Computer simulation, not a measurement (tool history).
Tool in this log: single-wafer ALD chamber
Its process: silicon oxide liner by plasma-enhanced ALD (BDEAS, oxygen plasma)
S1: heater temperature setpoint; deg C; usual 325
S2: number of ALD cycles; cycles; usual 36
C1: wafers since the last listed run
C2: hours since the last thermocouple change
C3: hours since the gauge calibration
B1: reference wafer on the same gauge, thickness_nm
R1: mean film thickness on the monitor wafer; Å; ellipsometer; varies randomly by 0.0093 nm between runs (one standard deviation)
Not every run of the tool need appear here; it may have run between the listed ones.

run,day,S1,S2,C1,C2,C3,B1,R1
1,0.000,325,33,0,2042.5,186.8,3.781,33.90
2,1.562,325,33,327,2080.0,224.3,3.780,34.06
3,4.429,316,36,601,2148.8,293.1,3.781,37.67
4,5.658,316,36,257,2178.3,322.6,3.780,37.51
5,7.900,316,36,469,2232.1,376.4,3.778,37.57
6,9.521,325,36,339,2271.0,415.3,3.780,36.86
7,10.646,325,36,235,2298.0,442.3,3.780,36.96
8,12.312,318,36,349,2338.0,482.3,3.780,37.39
9,14.858,318,36,533,2399.1,543.4,3.780,37.38
# day 15.450: thermocouple changed; heater temperature recalibrated
10,17.154,328,36,411,40.9,598.5,3.779,37.04
11,19.058,313,30,399,86.6,644.2,3.779,31.44
12,20.454,329,36,292,120.1,677.7,3.780,36.74
13,23.067,321,33,547,182.8,740.4,3.782,34.11
14,25.062,319,39,418,230.7,788.3,3.780,40.54
15,26.458,325,36,292,264.2,821.8,3.780,37.18
16,27.908,325,36,304,299.0,856.6,3.780,36.99
# day 29.671: gauge calibrated
17,30.533,325,36,550,362.0,20.7,3.780,37.05
18,33.167,325,36,552,425.2,83.9,3.780,37.29
19,35.642,334,38,518,484.6,143.3,3.781,38.64
20,38.017,321,30,497,541.6,200.3,3.781,31.00
21,40.442,337,31,508,599.8,258.5,3.779,31.28

Branching from run 21: 3 alternative next runs. What would each branch give?
A,40.458,312,36,3,600.2,258.9,?,?
B,40.458,312,34,3,600.2,258.9,?,?
C,40.458,339,33,3,600.2,258.9,?,?

run,B1,R1
A,3.781,37.79
B,3.781,35.69
C,3.781,33.13
Take away the tool's hidden state, keep each run's random variation, and the runs would have read:
run,R1
A,37.79
B,35.69
C,33.13

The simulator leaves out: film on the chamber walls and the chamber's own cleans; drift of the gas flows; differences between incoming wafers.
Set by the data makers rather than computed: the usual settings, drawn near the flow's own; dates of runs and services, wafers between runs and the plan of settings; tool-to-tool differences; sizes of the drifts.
